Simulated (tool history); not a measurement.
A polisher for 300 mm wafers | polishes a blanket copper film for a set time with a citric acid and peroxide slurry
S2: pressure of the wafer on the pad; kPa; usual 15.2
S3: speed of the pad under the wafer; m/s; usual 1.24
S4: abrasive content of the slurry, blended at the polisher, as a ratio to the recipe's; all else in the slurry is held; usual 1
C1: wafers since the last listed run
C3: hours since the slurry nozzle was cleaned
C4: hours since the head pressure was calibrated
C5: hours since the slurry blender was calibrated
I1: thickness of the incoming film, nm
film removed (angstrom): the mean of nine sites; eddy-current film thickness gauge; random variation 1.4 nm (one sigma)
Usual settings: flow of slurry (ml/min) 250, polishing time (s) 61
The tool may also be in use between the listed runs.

{"run": 1, "day": 0.0, "flow of slurry (ml/min)": 250, "S2": 15.2, "S3": 1.24, "S4": 1, "polishing time (s)": 61, "C1": 0, "wafers polished on this pad": 518, "C3": 36.6, "C4": 969, "C5": 356.1, "I1": 1256.6, "film removed (angstrom)": 1042}
{"run": 2, "day": 0.392, "flow of slurry (ml/min)": 250, "S2": 15.2, "S3": 1.24, "S4": 1, "polishing time (s)": 61, "C1": 109, "wafers polished on this pad": 627, "C3": 46, "C4": 978.4, "C5": 365.5, "I1": 1240.3, "film removed (angstrom)": 1062}
{"run": 3, "day": 0.808, "flow of slurry (ml/min)": 250, "S2": 15.2, "S3": 1.24, "S4": 1, "polishing time (s)": 61, "C1": 116, "wafers polished on this pad": 743, "C3": 56, "C4": 988.4, "C5": 375.5, "I1": 1252.1, "film removed (angstrom)": 1049}
{"day": 1.458, "done": "worn pad replaced by a new one"}
{"run": 4, "day": 1.479, "flow of slurry (ml/min)": 250, "S2": 15.2, "S3": 1.24, "S4": 1, "polishing time (s)": 61, "C1": 140, "wafers polished on this pad": 5, "C3": 72.1, "C4": 1004.5, "C5": 391.6, "I1": 1264.2, "film removed (angstrom)": 1016}
{"run": 5, "day": 1.771, "flow of slurry (ml/min)": 250, "S2": 15.2, "S3": 1.24, "S4": 1, "polishing time (s)": 61, "C1": 81, "wafers polished on this pad": 86, "C3": 79.1, "C4": 1011.5, "C5": 398.6, "I1": 1263.3, "film removed (angstrom)": 1034}
{"run": 6, "day": 2.192, "flow of slurry (ml/min)": 250, "S2": 18.6, "S3": 1.24, "S4": 1, "polishing time (s)": 61, "C1": 117, "wafers polished on this pad": 203, "C3": 89.2, "C4": 1021.6, "C5": 408.7, "I1": 1246.1, "film removed (angstrom)": 1252}
{"run": 7, "day": 2.542, "flow of slurry (ml/min)": 250, "S2": 18.6, "S3": 1.24, "S4": 1, "polishing time (s)": 61, "C1": 97, "wafers polished on this pad": 301, "C3": 97.6, "C4": 1030, "C5": 417.1, "I1": 1284.1, "film removed (angstrom)": 1232}
{"run": 8, "day": 2.896, "flow of slurry (ml/min)": 250, "S2": 18.6, "S3": 1.24, "S4": 1, "polishing time (s)": 61, "C1": 98, "wafers polished on this pad": 400, "C3": 106.1, "C4": 1038.5, "C5": 425.6, "I1": 1277.5, "film removed (angstrom)": 1224}
{"run": 9, "day": 3.333, "flow of slurry (ml/min)": 250, "S2": 15.2, "S3": 1.24, "S4": 0.9, "polishing time (s)": 61, "C1": 121, "wafers polished on this pad": 521, "C3": 116.6, "C4": 1049, "C5": 436.1, "I1": 1280.6, "film removed (angstrom)": 1007}
{"run": 10, "day": 4.067, "flow of slurry (ml/min)": 250, "S2": 15.2, "S3": 1.24, "S4": 0.9, "polishing time (s)": 61, "C1": 204, "wafers polished on this pad": 726, "C3": 134.2, "C4": 1066.6, "C5": 453.7, "I1": 1260.5, "film removed (angstrom)": 1002}
{"run": 11, "day": 4.483, "flow of slurry (ml/min)": 250, "S2": 15.2, "S3": 1.24, "S4": 0.9, "polishing time (s)": 61, "C1": 116, "wafers polished on this pad": 842, "C3": 144.2, "C4": 1076.6, "C5": 463.7, "I1": 1242.1, "film removed (angstrom)": 985}
{"run": 12, "day": 4.829, "flow of slurry (ml/min)": 270, "S2": 15.2, "S3": 1.24, "S4": 1, "polishing time (s)": 61, "C1": 96, "wafers polished on this pad": 938, "C3": 152.5, "C4": 1084.9, "C5": 472, "I1": 1267, "film removed (angstrom)": 1005}
{"day": 5.154, "done": "slurry blender recalibrated"}
{"run": 13, "day": 5.221, "flow of slurry (ml/min)": 270, "S2": 15.2, "S3": 1.24, "S4": 1, "polishing time (s)": 61, "C1": 85, "wafers polished on this pad": 1024, "C3": 161.9, "C4": 1094.3, "C5": 1.6, "I1": 1278.6, "film removed (angstrom)": 1012}
{"day": 5.696, "done": "worn pad replaced by a new one"}
{"run": 14, "day": 5.717, "flow of slurry (ml/min)": 250, "S2": 15.2, "S3": 1.24, "S4": 1, "polishing time (s)": 61, "C1": 91, "wafers polished on this pad": 6, "C3": 173.8, "C4": 1106.2, "C5": 13.5, "I1": 1274.2, "film removed (angstrom)": 993}
{"day": 5.817, "done": "head pressure recalibrated"}
{"run": 15, "day": 5.992, "flow of slurry (ml/min)": 300, "S2": 9.7, "S3": 1.24, "S4": 1, "polishing time (s)": 51, "C1": 53, "wafers polished on this pad": 59, "C3": 180.4, "C4": 4.2, "C5": 20.1, "I1": 1280.2, "film removed (angstrom)": 577}
{"run": 16, "day": 6.846, "flow of slurry (ml/min)": 250, "S2": 15.2, "S3": 1.24, "S4": 1, "polishing time (s)": 61, "C1": 237, "wafers polished on this pad": 297, "C3": 200.9, "C4": 24.7, "C5": 40.6, "I1": 1262, "film removed (angstrom)": 1001}
{"run": 17, "day": 7.342, "flow of slurry (ml/min)": 220, "S2": 18.6, "S3": 1.58, "S4": 0.8, "polishing time (s)": 61, "C1": 138, "wafers polished on this pad": 435, "C3": 212.8, "C4": 36.6, "C5": 52.5, "I1": 1256.6, "film removed (angstrom)": 1412}
{"run": 18, "day": 7.646, "flow of slurry (ml/min)": 320, "S2": 15.2, "S3": 1.4, "S4": 1.15, "polishing time (s)": 61, "C1": 84, "wafers polished on this pad": 520, "C3": 220.1, "C4": 43.9, "C5": 59.8, "I1": 1252.6, "film removed (angstrom)": 1194}
{"run": 19, "day": 8.35, "flow of slurry (ml/min)": 250, "S2": 15.2, "S3": 1.24, "S4": 1, "polishing time (s)": 42, "C1": 196, "wafers polished on this pad": 716, "C3": 237, "C4": 60.8, "C5": 76.7, "I1": 1234.2, "film removed (angstrom)": 680}
{"run": 20, "day": 8.846, "flow of slurry (ml/min)": 250, "S2": 15.2, "S3": 1.24, "S4": 1, "polishing time (s)": 61, "C1": 138, "wafers polished on this pad": 854, "C3": 248.9, "C4": 72.7, "C5": 88.6, "I1": 1259.6, "film removed (angstrom)": 1008}
{"run": 21, "day": 9.512, "flow of slurry (ml/min)": 250, "S2": 15.2, "S3": 1.6, "S4": 1, "polishing time (s)": 61, "C1": 185, "wafers polished on this pad": 1040, "C3": 264.9, "C4": 88.7, "C5": 104.6, "I1": 1278.6, "film removed (angstrom)": 1278}
{"day": 9.812, "done": "worn pad replaced by a new one"}
{"run": 22, "day": 10.162, "flow of slurry (ml/min)": 250, "S2": 16.5, "S3": 1.24, "S4": 0.9, "polishing time (s)": 61, "C1": 134, "wafers polished on this pad": 97, "C3": 280.5, "C4": 104.3, "C5": 120.2, "I1": 1262.6, "film removed (angstrom)": 1039}
{"day": 10.296, "done": "slurry nozzle cleaned"}
{"run": 23, "day": 10.625, "flow of slurry (ml/min)": 250, "S2": 15.2, "S3": 1.24, "S4": 1, "polishing time (s)": 61, "C1": 117, "wafers polished on this pad": 214, "C3": 7.9, "C4": 115.4, "C5": 131.3, "I1": 1276.5, "film removed (angstrom)": 1061}
{"run": 24, "day": 11.288, "flow of slurry (ml/min)": 250, "S2": 15.2, "S3": 1.5, "S4": 1, "polishing time (s)": 47, "C1": 184, "wafers polished on this pad": 399, "C3": 23.8, "C4": 131.3, "C5": 147.2, "I1": 1270.8, "film removed (angstrom)": 980}
{"run": 25, "day": 12.008, "flow of slurry (ml/min)": 250, "S2": 15.2, "S3": 0.86, "S4": 1, "polishing time (s)": 61, "C1": 200, "wafers polished on this pad": 599, "C3": 41.1, "C4": 148.6, "C5": 164.5, "I1": 1267.2, "film removed (angstrom)": 744}
{"run": 26, "day": 12.696, "flow of slurry (ml/min)": 250, "S2": 18.6, "S3": 1.6, "S4": 1.15, "polishing time (s)": 71, "C1": 191, "wafers polished on this pad": 791, "C3": 57.6, "C4": 165.1, "C5": 181, "I1": 1262.1, "film removed (angstrom)": 1907}
{"run": 27, "day": 13.067, "flow of slurry (ml/min)": 250, "S2": 15.2, "S3": 1.52, "S4": 1, "polishing time (s)": 61, "C1": 103, "wafers polished on this pad": 894, "C3": 66.5, "C4": 174, "C5": 189.9, "I1": 1250.9, "film removed (angstrom)": 1254}
{"run": 28, "day": 13.438, "flow of slurry (ml/min)": 320, "S2": 15.2, "S3": 1.4, "S4": 1.15, "polishing time (s)": 61, "C1": 103, "wafers polished on this pad": 997, "C3": 75.4, "C4": 182.9, "C5": 198.8, "I1": 1262.3, "film removed (angstrom)": 1230}

3 ways to go on from here, each from the tool as it stands after run 28. What would each give?
{"run": "A", "day": 13.454, "flow of slurry (ml/min)": 250, "S2": 17.2, "S3": 1.24, "S4": 1, "polishing time (s)": 61, "C1": 4, "wafers polished on this pad": 1002, "C3": 75.8, "C4": 183.3, "C5": 199.2, "I1": 1270.3, "film removed (angstrom)": "?"}
{"run": "B", "day": 13.454, "flow of slurry (ml/min)": 250, "S2": 15.2, "S3": 1.66, "S4": 1, "polishing time (s)": 61, "C1": 4, "wafers polished on this pad": 1002, "C3": 75.8, "C4": 183.3, "C5": 199.2, "I1": 1270.3, "film removed (angstrom)": "?"}
{"run": "C", "day": 13.454, "flow of slurry (ml/min)": 225, "S2": 19.3, "S3": 1.24, "S4": 1, "polishing time (s)": 41, "C1": 4, "wafers polished on this pad": 1002, "C3": 75.8, "C4": 183.3, "C5": 199.2, "I1": 1270.3, "film removed (angstrom)": "?"}

run=A film_removed_(angstrom)=1164
run=B film_removed_(angstrom)=1379
run=C film_removed_(angstrom)=853
Without the tool's hidden state the same runs would have given:
run=A film_removed_(angstrom)=1204
run=B film_removed_(angstrom)=1426
run=C film_removed_(angstrom)=885

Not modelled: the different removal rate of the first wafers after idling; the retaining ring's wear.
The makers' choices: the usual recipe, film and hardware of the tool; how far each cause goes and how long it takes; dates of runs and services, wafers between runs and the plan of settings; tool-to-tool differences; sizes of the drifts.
